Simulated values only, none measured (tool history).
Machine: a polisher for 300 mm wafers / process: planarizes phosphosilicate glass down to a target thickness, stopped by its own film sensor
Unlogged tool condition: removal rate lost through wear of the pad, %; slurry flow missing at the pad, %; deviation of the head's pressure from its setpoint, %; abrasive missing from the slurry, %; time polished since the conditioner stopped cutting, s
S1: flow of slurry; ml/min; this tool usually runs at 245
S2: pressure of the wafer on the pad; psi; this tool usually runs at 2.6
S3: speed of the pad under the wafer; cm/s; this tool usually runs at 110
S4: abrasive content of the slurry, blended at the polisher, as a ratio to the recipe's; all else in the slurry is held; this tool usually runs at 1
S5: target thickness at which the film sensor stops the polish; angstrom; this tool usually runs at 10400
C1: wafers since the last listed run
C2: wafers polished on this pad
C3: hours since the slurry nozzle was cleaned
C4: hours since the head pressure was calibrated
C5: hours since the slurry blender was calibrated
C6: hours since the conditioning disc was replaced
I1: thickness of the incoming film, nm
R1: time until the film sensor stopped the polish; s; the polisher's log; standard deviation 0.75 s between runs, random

Run 1, hour 0: usual settings; C1 0; C2 1087; C3 393.4; C4 335.4; C5 124.5; C6 101.4; I1 1714.9. Result: R1 98.1 s.
Run 2, hour 50: usual settings; C1 691; C2 1779; C3 443.4; C4 385.4; C5 174.5; C6 151.4; I1 1716.5. Result: R1 100.3 s.
Run 3, hour 79.1: usual settings but S1 195 ml/min; C1 402; C2 2182; C3 472.5; C4 414.5; C5 203.6; C6 180.5; I1 1711.6. Result: R1 99.9 s.
At hour 193.9: worn pad replaced by a new one.
Run 4, hour 228.4: usual settings but S1 195 ml/min; C1 2009; C2 476; C3 621.8; C4 563.8; C5 352.9; C6 329.8; I1 1722.8. Result: R1 105.6 s.
Run 5, hour 264.2: usual settings but S1 195 ml/min; C1 495; C2 971; C3 657.6; C4 599.6; C5 388.7; C6 365.6; I1 1690.2. Result: R1 99.9 s.
At hour 294: slurry nozzle cleaned.
Run 6, hour 305.1: usual settings but S3 118 cm/s; C1 551; C2 1523; C3 11.1; C4 640.5; C5 429.6; C6 406.5; I1 1717.2. Result: R1 96.6 s.
At hour 330.8: slurry blender recalibrated.
Run 7, hour 338.8: usual settings but S3 118 cm/s; C1 438; C2 1962; C3 44.8; C4 674.2; C5 8; C6 440.2; I1 1703.5. Result: R1 91.1 s.
Run 8, hour 394.6: usual settings; C1 771; C2 2734; C3 100.6; C4 730; C5 63.8; C6 496; I1 1713. Result: R1 99.4 s.
Run 9, hour 425.8: usual settings; C1 431; C2 3165; C3 131.8; C4 761.2; C5 95; C6 527.2; I1 1718.8. Result: R1 101.9 s.
At hour 462.1: worn pad replaced by a new one.
At hour 482.2: conditioning disc replaced and pad reconditioned.
Run 10, hour 602: usual settings; C1 2354; C2 1906; C3 308; C4 937.4; C5 271.2; C6 119.8; I1 1706.2. Result: R1 104 s.
Run 11, hour 653: usual settings; C1 705; C2 2612; C3 359; C4 988.4; C5 322.2; C6 170.8; I1 1714.3. Result: R1 106.8 s.
At hour 699.6: head pressure recalibrated.
Run 12, hour 707: usual settings but S1 265 ml/min, S4 0.9; C1 719; C2 3331; C3 413; C4 7.4; C5 376.2; C6 224.8; I1 1687.1. Result: R1 100.5 s.
At hour 729.8: slurry blender recalibrated.
At hour 773.8: worn pad replaced by a new one.
Run 13, hour 778.1: usual settings; C1 900; C2 59; C3 484.1; C4 78.5; C5 48.3; C6 295.9; I1 1684.5. Result: R1 88.5 s.
Run 14, hour 826.8: usual settings but S3 146 cm/s, S5 11110 angstrom; C1 673; C2 733; C3 532.8; C4 127.2; C5 97; C6 344.6; I1 1686.1. Result: R1 64.6 s.
Run 15, hour 857.7: usual settings but S3 86 cm/s, S4 1.3; C1 427; C2 1160; C3 563.7; C4 158.1; C5 127.9; C6 375.5; I1 1696.6. Result: R1 92.5 s.
Run 16, hour 886.1: usual settings but S3 78 cm/s; C1 392; C2 1553; C3 592.1; C4 186.5; C5 156.3; C6 403.9; I1 1697.3. Result: R1 122.7 s.
Run 17, hour 940.9: usual settings but S1 325 ml/min, S4 1.25; C1 758; C2 2311; C3 646.9; C4 241.3; C5 211.1; C6 458.7; I1 1701. Result: R1 78.9 s.
Run 18, hour 966.9: usual settings; C1 359; C2 2671; C3 672.9; C4 267.3; C5 237.1; C6 484.7; I1 1668.8. Result: R1 89.2 s.
At hour 1029.9: conditioning disc replaced and pad reconditioned.
At hour 1031: slurry nozzle cleaned.
At hour 1084.6: worn pad replaced by a new one.
At hour 1134.3: slurry blender recalibrated.
Run 19, hour 1182.2: usual settings but S1 170 ml/min, S3 82 cm/s; C1 2853; C2 1322; C3 151.2; C4 482.6; C5 47.9; C6 152.3; I1 1702.8. Result: R1 124.2 s.
Run 20, hour 1242.8: usual settings but S1 290 ml/min, S2 2.3 psi, S3 86 cm/s, S5 11200 angstrom; C1 838; C2 2161; C3 211.8; C4 543.2; C5 108.5; C6 212.9; I1 1700.1. Result: R1 112.7 s.
Run 21, hour 1286: usual settings; C1 597; C2 2758; C3 255; C4 586.4; C5 151.7; C6 256.1; I1 1718.9. Result: R1 98.4 s.
Run 22, hour 1323.3: usual settings; C1 515; C2 3274; C3 292.3; C4 623.7; C5 189; C6 293.4; I1 1664.1. Result: R1 91 s.
At hour 1368.2: worn pad replaced by a new one.
Run 23, hour 1386.5: usual settings but S1 300 ml/min, S5 11370 angstrom; C1 818; C2 252; C3 355.5; C4 686.9; C5 252.2; C6 356.6; I1 1699.2. Result: R1 81.2 s.
Run 24, hour 1455.8: usual settings but S4 1.2; C1 958; C2 1211; C3 424.8; C4 756.2; C5 321.5; C6 425.9; I1 1723.7. Result: R1 89.5 s.

Below, each run's measurement less what the same run would have read without the hidden state. Both values contain the same run-to-run variation, but the gauge's scatter may not be the same in both:
run     R1
  1   +5.3
  2   +6.2
  3   +6.6
  4     +9
  5   +8.9
  6     +9
  7   +5.7
  8   +7.9
  9     +9
 10  +13.2
 11  +14.7
 12     +4
 13   +1.2
 14   +1.5
 15   +2.1
 16   +3.9
 17   +2.6
 18   +3.6
 19     +4
 20   +5.3
 21   +5.5
 22   +5.8
 23     +6
 24   +7.1

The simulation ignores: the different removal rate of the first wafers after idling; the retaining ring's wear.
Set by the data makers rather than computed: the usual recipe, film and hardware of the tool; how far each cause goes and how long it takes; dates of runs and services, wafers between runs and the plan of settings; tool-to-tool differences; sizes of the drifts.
